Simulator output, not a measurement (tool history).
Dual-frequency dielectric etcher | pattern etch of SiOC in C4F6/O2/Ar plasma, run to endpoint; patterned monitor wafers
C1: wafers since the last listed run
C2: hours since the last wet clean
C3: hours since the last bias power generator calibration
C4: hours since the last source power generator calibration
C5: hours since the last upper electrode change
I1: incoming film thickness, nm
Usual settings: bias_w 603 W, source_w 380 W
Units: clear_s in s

run 1 hour=0.0 | bias_w=603 source_w=380 | C1=0 C2=318.4 C3=1931.7 C4=1666.0 C5=2280.2 | I1=39.32 | clear_s=13.7
run 2 hour=14.6 | bias_w=603 source_w=430 | C1=286 C2=333.0 C3=1946.3 C4=1680.6 C5=2294.8 | I1=39.51 | clear_s=13.3
run 3 hour=37.4 | bias_w=603 source_w=430 | C1=446 C2=355.8 C3=1969.1 C4=1703.4 C5=2317.6 | I1=39.11 | clear_s=13.2
run 4 hour=54.9 | bias_w=603 source_w=430 | C1=343 C2=373.3 C3=1986.6 C4=1720.9 C5=2335.1 | I1=38.96 | clear_s=13.1
run 5 hour=76.8 | bias_w=521 source_w=380 | C1=429 C2=395.2 C3=2008.5 C4=1742.8 C5=2357.0 | I1=39.47 | clear_s=14.4
run 6 hour=95.9 | bias_w=521 source_w=380 | C1=374 C2=414.3 C3=2027.6 C4=1761.9 C5=2376.1 | I1=39.38 | clear_s=14.4
run 7 hour=111.6 | bias_w=521 source_w=380 | C1=307 C2=430.0 C3=2043.3 C4=1777.6 C5=2391.8 | I1=39.83 | clear_s=14.6
run 8 hour=144.8 | bias_w=603 source_w=380 | C1=650 C2=463.2 C3=2076.5 C4=1810.8 C5=2425.0 | I1=38.95 | clear_s=13.6
-- hour=158.1 bias power generator calibrated
-- hour=196.9 upper electrode replaced
run 9 hour=197.4 | bias_w=603 source_w=380 | C1=482 C2=515.8 C3=39.3 C4=1863.4 C5=0.5 | I1=39.74 | clear_s=14.1

The next listed run, before its measurement:
-- hour=222.4 wet clean of the chamber
run 10 hour=222.9 | bias_w=603 source_w=350 | C1=29 C2=0.5 C3=64.8 C4=1888.9 C5=26.0 | I1=39.60 | clear_s=?

Run 10 gave clear_s 13.7 s.
Without the tool's hidden state the same run would have given clear_s 13.6 s.
